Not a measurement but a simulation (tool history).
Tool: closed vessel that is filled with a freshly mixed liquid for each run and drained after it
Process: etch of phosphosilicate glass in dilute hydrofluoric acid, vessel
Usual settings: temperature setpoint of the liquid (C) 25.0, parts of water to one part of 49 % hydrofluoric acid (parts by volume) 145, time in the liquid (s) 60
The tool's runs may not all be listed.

run,hour,temperature setpoint of the liquid (C),parts of water to one part of 49 % hydrofluoric acid (parts by volume),time in the liquid (s),wafers since the last listed run,hours since the thermometer was replaced,hours since the hydrofluoric acid flow meter was replaced,hours since the gauge calibration,"read-back film thickness of the phosphosilicate glass reference wafer, read on the same gauge (nm)",thickness taken off the phosphosilicate glass on a monitor wafer (angstrom)
1,0.0,25.0,145,60,0,2524.9,1389.6,263.0,150.02,782.7
2,16.2,25.0,145,60,1363,2541.1,1405.8,279.2,149.99,773.6
3,23.2,22.5,145,60,589,2548.1,1412.8,286.2,150.01,711.6
4,30.3,22.5,145,60,597,2555.2,1419.9,293.3,149.99,706.3
5,39.5,22.5,145,60,774,2564.4,1429.1,302.5,149.98,702.8
6,51.5,25.0,145,60,1009,2576.4,1441.1,314.5,150.01,773.8
7,61.9,25.0,180,60,875,2586.8,1451.5,324.9,150.00,601.7
8,74.2,28.0,145,60,1035,2599.1,1463.8,337.2,150.00,868.6
9,85.9,28.0,145,60,984,2610.8,1475.5,348.9,149.99,877.8
10,98.0,25.0,145,60,1018,2622.9,1487.6,361.0,149.99,772.7
11,110.4,25.0,145,60,1043,2635.3,1500.0,373.4,149.99,771.9
12,122.2,21.5,145,85,993,2647.1,1511.8,385.2,149.99,957.9
13,132.5,26.5,145,50,866,2657.4,1522.1,395.5,150.02,683.1
14,148.0,27.0,125,40,1304,2672.9,1537.6,411.0,150.00,670.6
15,160.5,29.0,145,60,1052,2685.4,1550.1,423.5,150.00,919.3
16,172.8,25.0,145,60,1035,2697.7,1562.4,435.8,150.01,777.3
17,188.8,29.5,145,60,1346,2713.7,1578.4,451.8,149.99,920.9
# hour 193.8: gauge calibrated
# hour 194.7: thermometer replaced
18,205.3,29.5,115,90,1304,10.6,1594.9,11.5,150.02,1822.1
# hour 212.1: hydrofluoric acid flow meter replaced
19,219.3,28.0,145,60,1094,24.6,7.2,25.5,149.99,883.5
20,226.8,25.0,145,60,631,32.1,14.7,33.0,150.00,776.1
21,235.3,25.0,145,60,715,40.6,23.2,41.5,150.00,778.2
22,252.3,22.5,145,40,1430,57.6,40.2,58.5,149.98,479.7
23,270.1,27.5,145,60,1498,75.4,58.0,76.3,150.00,858.2
24,286.8,25.0,145,60,1405,92.1,74.7,93.0,150.01,781.3
25,304.6,28.0,190,30,1498,109.9,92.5,110.8,150.01,315.0
26,312.6,25.0,145,60,673,117.9,100.5,118.8,150.01,786.8
27,321.1,23.5,145,60,715,126.4,109.0,127.3,150.01,732.9
28,333.5,25.0,145,75,1043,138.8,121.4,139.7,149.99,975.0
29,347.0,27.5,200,30,1136,152.3,134.9,153.2,149.99,290.4
30,354.7,25.0,145,60,648,160.0,142.6,160.9,149.99,775.7
31,366.2,25.0,145,60,967,171.5,154.1,172.4,149.99,783.7

Hidden state at the last listed run before each entry between runs and at the first one after, where it differs:
Between runs 17 and 18: gauge calibrated (hour 193.8); thermometer replaced (hour 194.7)
  no hidden state differs between the two runs
Between runs 18 and 19: hydrofluoric acid flow meter replaced (hour 212.1)
  no hidden state differs between the two runs

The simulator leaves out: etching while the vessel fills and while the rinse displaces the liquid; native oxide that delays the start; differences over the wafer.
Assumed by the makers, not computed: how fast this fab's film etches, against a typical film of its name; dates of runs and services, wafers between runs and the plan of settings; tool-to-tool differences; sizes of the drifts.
